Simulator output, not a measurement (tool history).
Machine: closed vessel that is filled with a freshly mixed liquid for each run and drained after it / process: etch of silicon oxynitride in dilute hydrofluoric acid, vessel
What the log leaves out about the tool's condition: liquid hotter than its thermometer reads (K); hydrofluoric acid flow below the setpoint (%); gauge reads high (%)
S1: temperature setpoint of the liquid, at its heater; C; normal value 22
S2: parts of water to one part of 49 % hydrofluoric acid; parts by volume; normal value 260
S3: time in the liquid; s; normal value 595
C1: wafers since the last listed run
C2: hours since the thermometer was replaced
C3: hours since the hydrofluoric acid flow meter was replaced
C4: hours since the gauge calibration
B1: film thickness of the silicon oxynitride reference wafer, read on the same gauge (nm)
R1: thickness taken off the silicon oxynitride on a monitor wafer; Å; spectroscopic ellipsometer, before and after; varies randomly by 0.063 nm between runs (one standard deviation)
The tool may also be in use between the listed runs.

Run 1, day 0: usual settings; C1 0; C2 776.5; C3 380.9; C4 1176.2; B1 56.38. Result: R1 79 Å.
Run 2, day 2.621: usual settings; C1 2831; C2 839.4; C3 443.8; C4 1239.1; B1 56.29. Result: R1 80.8 Å.
Run 3, day 4.992: usual settings; C1 2561; C2 896.3; C3 500.7; C4 1296; B1 56.23. Result: R1 78.8 Å.
Run 4, day 8.15: usual settings; C1 3411; C2 972.1; C3 576.5; C4 1371.8; B1 56.15. Result: R1 79.6 Å.
Run 5, day 10.45: usual settings; C1 2484; C2 1027.3; C3 631.7; C4 1427; B1 56.13. Result: R1 80.2 Å.
Run 6, day 14.062: usual settings; C1 3902; C2 1114; C3 718.4; C4 1513.7; B1 56.05. Result: R1 79.9 Å.
Run 7, day 20.704: usual settings; C1 7174; C2 1273.4; C3 877.8; C4 1673.1; B1 55.97. Result: R1 78.5 Å.
Run 8, day 24.108: usual settings but S2 195 parts by volume; C1 3677; C2 1355.1; C3 959.5; C4 1754.8; B1 55.89. Result: R1 110.4 Å.
Run 9, day 27.217: usual settings but S2 160 parts by volume, S3 395 s; C1 3357; C2 1429.7; C3 1034.1; C4 1829.4; B1 55.88. Result: R1 90.2 Å.
Run 10, day 30.521: usual settings but S2 160 parts by volume, S3 395 s; C1 3569; C2 1509; C3 1113.4; C4 1908.7; B1 55.83. Result: R1 90.5 Å.
Run 11, day 33.683: usual settings but S2 160 parts by volume, S3 395 s; C1 3416; C2 1584.9; C3 1189.3; C4 1984.6; B1 55.8. Result: R1 93 Å.
Run 12, day 36.342: usual settings; C1 2871; C2 1648.7; C3 1253.1; C4 2048.4; B1 55.81. Result: R1 79.6 Å.
Run 13, day 37.908: usual settings; C1 1692; C2 1686.3; C3 1290.7; C4 2086; B1 55.79. Result: R1 78.9 Å.
Run 14, day 41.95: usual settings; C1 4365; C2 1783.3; C3 1387.7; C4 2183; B1 55.77. Result: R1 79.3 Å.
At day 43.629: gauge calibrated.
Run 15, day 44.054: usual settings but S2 160 parts by volume; C1 2273; C2 1833.8; C3 1438.2; C4 10.2; B1 59.23. Result: R1 146.2 Å.
At day 48.033: thermometer replaced.
Run 16, day 53.6: usual settings but S1 24.5 C, S2 310 parts by volume, S3 735 s; C1 10266; C2 133.6; C3 1667.3; C4 239.3; B1 57.86. Result: R1 92.3 Å.
Run 17, day 57.546: usual settings but S1 24 C, S2 300 parts by volume, S3 685 s; C1 4262; C2 228.3; C3 1762; C4 334; B1 57.44. Result: R1 85.8 Å.
At day 57.8: hydrofluoric acid flow meter replaced.
Run 18, day 60.271: usual settings; C1 2898; C2 293.7; C3 59.3; C4 399.4; B1 57.18. Result: R1 80.8 Å.
Run 19, day 61.8: usual settings but S1 25 C; C1 1651; C2 330.4; C3 96; C4 436.1; B1 56.99. Result: R1 92 Å.
Run 20, day 65.183: usual settings but S2 385 parts by volume; C1 3654; C2 411.6; C3 177.2; C4 517.3; B1 56.74. Result: R1 49.9 Å.
Run 21, day 69.038: usual settings; C1 4163; C2 504.1; C3 269.7; C4 609.8; B1 56.47. Result: R1 79.9 Å.
Run 22, day 70.983: usual settings but S1 19 C, S2 315 parts by volume; C1 2101; C2 550.8; C3 316.4; C4 656.5; B1 56.36. Result: R1 55.6 Å.

For run 23, what comes out?
Run 23, day 74.158: usual settings but S1 19 C; C1 3429; C2 627; C3 392.6; C4 732.7; B1 ?. Result: R1 ?.

B1: 56.17
R1: 69.6 Å
On a tool with no hidden condition, and with the same random variation, this run would have come out at R1 74.3 Å.

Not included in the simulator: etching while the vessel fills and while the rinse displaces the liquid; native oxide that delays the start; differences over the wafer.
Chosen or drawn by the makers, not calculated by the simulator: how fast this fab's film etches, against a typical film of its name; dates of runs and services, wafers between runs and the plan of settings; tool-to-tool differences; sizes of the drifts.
